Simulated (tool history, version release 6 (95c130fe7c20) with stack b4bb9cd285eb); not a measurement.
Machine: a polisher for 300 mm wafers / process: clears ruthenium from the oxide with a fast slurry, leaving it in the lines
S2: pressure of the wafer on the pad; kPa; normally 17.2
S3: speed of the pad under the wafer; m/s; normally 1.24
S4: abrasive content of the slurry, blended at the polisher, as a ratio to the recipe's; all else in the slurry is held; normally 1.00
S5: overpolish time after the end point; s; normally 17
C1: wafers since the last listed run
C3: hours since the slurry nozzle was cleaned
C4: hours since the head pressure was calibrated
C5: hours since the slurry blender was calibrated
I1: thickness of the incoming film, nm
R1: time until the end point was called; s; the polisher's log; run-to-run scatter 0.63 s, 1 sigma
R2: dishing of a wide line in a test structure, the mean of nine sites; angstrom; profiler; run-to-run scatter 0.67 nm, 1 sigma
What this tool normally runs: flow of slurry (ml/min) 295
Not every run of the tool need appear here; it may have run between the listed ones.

run 1 hour=0.0 | flow_of_slurry_(ml/min)=295 S2=17.2 S3=1.24 S4=1.00 S5=22 | C1=0 wafers_polished_on_this_pad=2753 C3=49.2 C4=456.6 C5=294.5 | I1=150.8 | R1=40.9 R2=639
-- hour=116.2 slurry blender recalibrated
run 2 hour=120.9 | flow_of_slurry_(ml/min)=295 S2=17.2 S3=1.24 S4=1.00 S5=25 | C1=1310 wafers_polished_on_this_pad=4063 C3=170.1 C4=577.5 C5=4.7 | I1=148.8 | R1=36.1 R2=741
run 3 hour=161.4 | flow_of_slurry_(ml/min)=295 S2=17.2 S3=1.24 S4=1.00 S5=25 | C1=446 wafers_polished_on_this_pad=4509 C3=210.6 C4=618.0 C5=45.2 | I1=151.2 | R1=37.6 R2=740
-- hour=178.3 worn pad replaced by a new one
run 4 hour=189.4 | flow_of_slurry_(ml/min)=295 S2=17.2 S3=1.40 S4=1.00 S5=17 | C1=264 wafers_polished_on_this_pad=122 C3=238.6 C4=646.0 C5=73.2 | I1=147.4 | R1=34.5 R2=569
run 5 hour=217.9 | flow_of_slurry_(ml/min)=295 S2=17.2 S3=1.40 S4=1.00 S5=17 | C1=314 wafers_polished_on_this_pad=436 C3=267.1 C4=674.5 C5=101.7 | I1=151.1 | R1=34.6 R2=579
run 6 hour=252.3 | flow_of_slurry_(ml/min)=295 S2=17.2 S3=1.40 S4=1.00 S5=17 | C1=379 wafers_polished_on_this_pad=815 C3=301.5 C4=708.9 C5=136.1 | I1=148.5 | R1=34.2 R2=571
run 7 hour=281.7 | flow_of_slurry_(ml/min)=295 S2=17.2 S3=1.24 S4=1.00 S5=17 | C1=323 wafers_polished_on_this_pad=1139 C3=330.9 C4=738.3 C5=165.5 | I1=149.1 | R1=38.0 R2=522
run 8 hour=487.1 | flow_of_slurry_(ml/min)=295 S2=17.2 S3=1.24 S4=1.00 S5=17 | C1=2263 wafers_polished_on_this_pad=3402 C3=536.3 C4=943.7 C5=370.9 | I1=151.9 | R1=41.8 R2=490
-- hour=514.4 head pressure recalibrated
run 9 hour=515.6 | flow_of_slurry_(ml/min)=295 S2=19.3 S3=1.24 S4=1.00 S5=17 | C1=291 wafers_polished_on_this_pad=3694 C3=564.8 C4=1.2 C5=399.4 | I1=148.6 | R1=37.0 R2=530
-- hour=548.1 slurry blender recalibrated
run 10 hour=569.2 | flow_of_slurry_(ml/min)=295 S2=13.8 S3=1.48 S4=1.00 S5=24 | C1=568 wafers_polished_on_this_pad=4263 C3=618.4 C4=54.8 C5=21.1 | I1=152.4 | R1=42.6 R2=661
-- hour=573.9 worn pad replaced by a new one
-- hour=596.7 slurry nozzle cleaned
run 11 hour=620.7 | flow_of_slurry_(ml/min)=295 S2=17.2 S3=1.24 S4=1.00 S5=17 | C1=512 wafers_polished_on_this_pad=504 C3=24.0 C4=106.3 C5=72.6 | I1=148.0 | R1=38.0 R2=538
run 12 hour=653.6 | flow_of_slurry_(ml/min)=295 S2=17.2 S3=1.24 S4=1.15 S5=17 | C1=362 wafers_polished_on_this_pad=866 C3=56.9 C4=139.2 C5=105.5 | I1=148.9 | R1=36.8 R2=549
run 13 hour=689.1 | flow_of_slurry_(ml/min)=295 S2=17.2 S3=1.24 S4=1.00 S5=17 | C1=391 wafers_polished_on_this_pad=1257 C3=92.4 C4=174.7 C5=141.0 | I1=149.6 | R1=38.5 R2=531
run 14 hour=742.2 | flow_of_slurry_(ml/min)=220 S2=14.5 S3=1.56 S4=1.20 S5=17 | C1=585 wafers_polished_on_this_pad=1842 C3=145.5 C4=227.8 C5=194.1 | I1=149.6 | R1=37.7 R2=517
run 15 hour=834.7 | flow_of_slurry_(ml/min)=295 S2=17.2 S3=1.24 S4=1.00 S5=22 | C1=1019 wafers_polished_on_this_pad=2862 C3=238.0 C4=320.3 C5=286.6 | I1=148.5 | R1=39.4 R2=632
run 16 hour=881.7 | flow_of_slurry_(ml/min)=375 S2=12.4 S3=0.90 S4=1.00 S5=13 | C1=517 wafers_polished_on_this_pad=3380 C3=285.0 C4=367.3 C5=333.6 | I1=150.1 | R1=68.3 R2=246
run 17 hour=930.7 | flow_of_slurry_(ml/min)=295 S2=17.2 S3=1.24 S4=1.20 S5=17 | C1=539 wafers_polished_on_this_pad=3919 C3=334.0 C4=416.3 C5=382.6 | I1=148.3 | R1=39.3 R2=511
-- hour=942.3 worn pad replaced by a new one
run 18 hour=964.0 | flow_of_slurry_(ml/min)=265 S2=19.3 S3=1.46 S4=1.00 S5=13 | C1=322 wafers_polished_on_this_pad=239 C3=367.3 C4=449.6 C5=415.9 | I1=147.6 | R1=34.7 R2=455
-- hour=977.8 slurry blender recalibrated
run 19 hour=1017.6 | flow_of_slurry_(ml/min)=345 S2=17.2 S3=1.24 S4=1.00 S5=17 | C1=568 wafers_polished_on_this_pad=807 C3=420.9 C4=503.2 C5=39.8 | I1=148.5 | R1=35.4 R2=541
run 20 hour=1068.4 | flow_of_slurry_(ml/min)=295 S2=17.2 S3=0.82 S4=1.15 S5=17 | C1=559 wafers_polished_on_this_pad=1367 C3=471.7 C4=554.0 C5=90.6 | I1=151.3 | R1=47.2 R2=447
run 21 hour=1118.6 | flow_of_slurry_(ml/min)=295 S2=17.2 S3=1.24 S4=1.00 S5=17 | C1=553 wafers_polished_on_this_pad=1920 C3=521.9 C4=604.2 C5=140.8 | I1=151.1 | R1=39.8 R2=526
-- hour=1144.5 slurry nozzle cleaned
run 22 hour=1160.5 | flow_of_slurry_(ml/min)=340 S2=17.2 S3=1.24 S4=0.75 S5=14 | C1=450 wafers_polished_on_this_pad=2371 C3=16.0 C4=646.1 C5=182.7 | I1=149.8 | R1=40.6 R2=420
run 23 hour=1186.9 | flow_of_slurry_(ml/min)=295 S2=17.2 S3=1.24 S4=1.20 S5=17 | C1=290 wafers_polished_on_this_pad=2662 C3=42.4 C4=672.5 C5=209.1 | I1=150.4 | R1=35.6 R2=546
run 24 hour=1246.2 | flow_of_slurry_(ml/min)=295 S2=17.2 S3=1.24 S4=1.00 S5=17 | C1=653 wafers_polished_on_this_pad=3315 C3=101.7 C4=731.8 C5=268.4 | I1=152.7 | R1=40.2 R2=519
run 25 hour=1304.3 | flow_of_slurry_(ml/min)=295 S2=11.0 S3=1.50 S4=0.90 S5=17 | C1=640 wafers_polished_on_this_pad=3955 C3=159.8 C4=789.9 C5=326.5 | I1=151.2 | R1=55.4 R2=376
-- hour=1317.4 head pressure recalibrated
run 26 hour=1370.5 | flow_of_slurry_(ml/min)=295 S2=11.7 S3=1.64 S4=1.00 S5=14 | C1=707 wafers_polished_on_this_pad=4663 C3=226.0 C4=53.1 C5=392.7 | I1=149.2 | R1=48.9 R2=331
-- hour=1385.9 worn pad replaced by a new one
-- hour=1416.3 slurry blender recalibrated
run 27 hour=1434.6 | flow_of_slurry_(ml/min)=295 S2=21.4 S3=1.40 S4=0.75 S5=21 | C1=640 wafers_polished_on_this_pad=514 C3=290.1 C4=117.2 C5=18.3 | I1=149.9 | R1=29.6 R2=757

Each row is a separate what-if for the run after 27, all from the same tool condition, not one after another. Results?
run A hour=1435.0 | flow_of_slurry_(ml/min)=295 S2=17.2 S3=1.24 S4=1.00 S5=17 | C1=4 wafers_polished_on_this_pad=518 C3=290.5 C4=117.6 C5=18.7 | I1=152.0 | R1=? R2=?
run B hour=1435.0 | flow_of_slurry_(ml/min)=295 S2=17.2 S3=1.06 S4=1.00 S5=17 | C1=4 wafers_polished_on_this_pad=518 C3=290.5 C4=117.6 C5=18.7 | I1=152.0 | R1=? R2=?
run C hour=1435.0 | flow_of_slurry_(ml/min)=295 S2=13.8 S3=1.24 S4=1.00 S5=17 | C1=4 wafers_polished_on_this_pad=518 C3=290.5 C4=117.6 C5=18.7 | I1=152.0 | R1=? R2=?
run D hour=1435.0 | flow_of_slurry_(ml/min)=295 S2=21.4 S3=1.24 S4=1.00 S5=17 | C1=4 wafers_polished_on_this_pad=518 C3=290.5 C4=117.6 C5=18.7 | I1=152.0 | R1=? R2=?
run E hour=1435.0 | flow_of_slurry_(ml/min)=295 S2=17.2 S3=1.56 S4=1.00 S5=17 | C1=4 wafers_polished_on_this_pad=518 C3=290.5 C4=117.6 C5=18.7 | I1=152.0 | R1=? R2=?

run=A R1=38.9 R2=523
run=B R1=42.9 R2=479
run=C R1=48.6 R2=429
run=D R1=31.4 R2=630
run=E R1=33.3 R2=598
The same runs, with their run-to-run variation unchanged, on a tool lacking any hidden condition would have given:
run=A R1=38.5 R2=527
run=B R1=42.5 R2=483
run=C R1=48.2 R2=432
run=D R1=31.1 R2=635
run=E R1=33.0 R2=603
